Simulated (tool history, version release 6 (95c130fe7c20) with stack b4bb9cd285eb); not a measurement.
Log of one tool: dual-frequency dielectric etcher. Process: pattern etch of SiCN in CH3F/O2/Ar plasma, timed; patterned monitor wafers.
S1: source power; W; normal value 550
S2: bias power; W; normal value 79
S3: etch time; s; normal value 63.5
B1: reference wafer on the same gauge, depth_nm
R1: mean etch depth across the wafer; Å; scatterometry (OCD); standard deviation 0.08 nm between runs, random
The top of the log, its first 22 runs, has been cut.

run,hour,S1,S2,S3,B1,R1
# hour 945.8: source power generator calibrated
23,963.8,550,69,72.0,25.00,335.1
# hour 1021.3: wet clean of the chamber
24,1021.8,550,79,63.5,25.01,299.9
25,1152.5,550,79,63.5,25.01,302.8
26,1337.9,550,79,63.5,25.02,310.0
27,1393.0,490,79,78.0,25.00,364.7
28,1424.1,550,79,63.5,24.97,310.9
# hour 1448.2: wet clean of the chamber
29,1457.4,460,79,51.0,24.97,224.4
30,1505.9,550,90,71.0,25.00,353.6

Branching from run 30: 4 alternative next runs. What would each branch give?
A,1506.3,550,79,63.5,?,?
B,1506.3,620,79,63.5,?,?
C,1506.3,550,79,77.5,?,?
D,1506.3,510,93,54.0,?,?

run,B1,R1
A,24.99,300.6
B,24.99,314.6
C,24.99,366.8
D,24.99,263.5
Stripped of hidden state, with their random variation kept, the same runs would have yielded:
run,R1
A,298.7
B,312.7
C,364.6
D,261.8

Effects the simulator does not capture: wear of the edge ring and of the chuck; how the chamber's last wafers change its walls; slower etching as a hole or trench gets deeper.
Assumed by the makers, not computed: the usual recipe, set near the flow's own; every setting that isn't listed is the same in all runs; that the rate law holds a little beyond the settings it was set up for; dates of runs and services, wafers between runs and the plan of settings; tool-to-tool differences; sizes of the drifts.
